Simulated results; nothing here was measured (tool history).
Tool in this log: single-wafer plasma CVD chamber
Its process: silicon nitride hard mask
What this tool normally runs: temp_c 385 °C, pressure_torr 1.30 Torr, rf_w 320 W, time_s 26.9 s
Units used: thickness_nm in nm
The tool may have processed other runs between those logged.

run,hour,temp_c,pressure_torr,rf_w,time_s,wafers since the last listed run,hours since the last thermocouple change,hours since the last RF generator calibration,hours since the last manometer calibration,hours since the showerhead was replaced,hours since the gauge calibration,"read-back reference wafer on the same gauge, thickness_nm",thickness_nm
1,0.0,385,1.30,320,26.9,0,1060.0,1048.8,282.2,3136.0,1032.1,33.010,28.448
2,70.4,385,1.12,320,26.9,1935,1130.4,1119.2,352.6,3206.4,1102.5,32.829,26.408
3,160.4,385,1.12,320,26.9,2474,1220.4,1209.2,442.6,3296.4,1192.5,32.865,26.216
# hour 191.0: thermocouple changed; heater temperature recalibrated
4,266.3,385,1.30,320,26.9,2691,75.3,1315.1,548.5,3402.3,1298.4,32.789,28.359
5,342.3,373,1.30,320,26.9,2089,151.3,1391.1,624.5,3478.3,1374.4,32.782,28.453
6,433.0,373,1.30,320,26.9,2493,242.0,1481.8,715.2,3569.0,1465.1,32.778,28.427
7,492.9,385,1.30,320,26.9,1646,301.9,1541.7,775.1,3628.9,1525.0,32.698,28.197
# hour 502.7: capacitance manometer re-zeroed and calibrated
8,578.5,385,1.30,320,26.9,2133,387.5,1627.3,75.8,3714.5,1610.6,32.642,27.950
# hour 628.3: RF generator calibrated
9,663.1,385,1.30,320,26.9,2105,472.1,34.8,160.4,3799.1,1695.2,32.550,28.083
10,700.3,385,1.30,320,26.9,1022,509.3,72.0,197.6,3836.3,1732.4,32.571,27.911
11,787.7,385,1.30,320,26.9,2402,596.7,159.4,285.0,3923.7,1819.8,32.478,27.959
12,844.7,385,1.30,320,25.8,1566,653.7,216.4,342.0,3980.7,1876.8,32.510,26.897
13,1006.7,376,1.30,270,26.9,4453,815.7,378.4,504.0,4142.7,2038.8,32.436,23.876
14,1095.3,391,1.56,355,30.5,2435,904.3,467.0,592.6,4231.3,2127.4,32.403,37.315
15,1166.1,390,1.48,255,24.4,1946,975.1,537.8,663.4,4302.1,2198.2,32.376,21.378
16,1381.2,392,1.30,350,26.9,5912,1190.2,752.9,878.5,4517.2,2413.3,32.183,30.038
17,1428.4,389,1.30,375,26.9,1297,1237.4,800.1,925.7,4564.4,2460.5,32.168,31.527
# hour 1481.9: capacitance manometer re-zeroed and calibrated
# hour 1484.2: thermocouple changed; heater temperature recalibrated
# hour 1509.5: showerhead replaced
18,1517.2,385,1.30,265,30.0,1939,33.0,888.9,35.3,7.7,2549.3,32.076,25.674
# hour 1541.3: gauge calibrated
19,1554.8,385,1.30,380,26.9,1033,70.6,926.5,72.9,45.3,13.5,33.780,33.421
20,1607.6,385,1.30,320,26.9,1451,123.4,979.3,125.7,98.1,66.3,33.633,28.825
21,1688.6,385,1.30,320,26.9,2226,204.4,1060.3,206.7,179.1,147.3,33.618,28.854
22,1751.5,375,1.42,375,24.2,1729,267.3,1123.2,269.6,242.0,210.2,33.526,31.049
23,1797.1,385,1.18,320,22.2,1253,312.9,1168.8,315.2,287.6,255.8,33.594,22.754
24,1899.9,385,1.30,320,26.9,2825,415.7,1271.6,418.0,390.4,358.6,33.514,28.810
25,1988.6,395,1.30,285,26.9,2438,504.4,1360.3,506.7,479.1,447.3,33.391,25.835
# hour 1999.3: RF generator calibrated
26,2027.8,389,1.30,320,26.9,857,543.6,28.5,545.9,518.3,486.5,33.407,28.707
27,2073.1,385,1.30,320,26.9,1245,588.9,73.8,591.2,563.6,531.8,33.358,28.803

Some steps in thickness_nm between neighbouring runs. How much of each would the tool show without its hidden state too (settings, what came in, random variation), and how much is left for the hidden state, with any gauge scatter that isn't in both results?
Hidden state at play: wafer temperature above the value expected at the setpoint (K); delivered RF power above the setpoint (%); true pressure above the setpoint (%); gauge reads high (%).
Run 13 -> 14: temp_c 376 -> 391, pressure_torr 1.30 -> 1.56, rf_w 270 -> 355, time_s 26.9 -> 30.5. thickness_nm +13.439 nm: hidden state -0.551, all else +13.990.
Run 14 -> 15: temp_c 391 -> 390, pressure_torr 1.56 -> 1.48, rf_w 355 -> 255, time_s 30.5 -> 24.4. thickness_nm -15.937 nm: hidden state +0.582, all else -16.519.
Run 18 -> 19: rf_w 265 -> 380, time_s 30.0 -> 26.9, gauge calibrated. thickness_nm +7.747 nm: hidden state +1.249, all else +6.498.
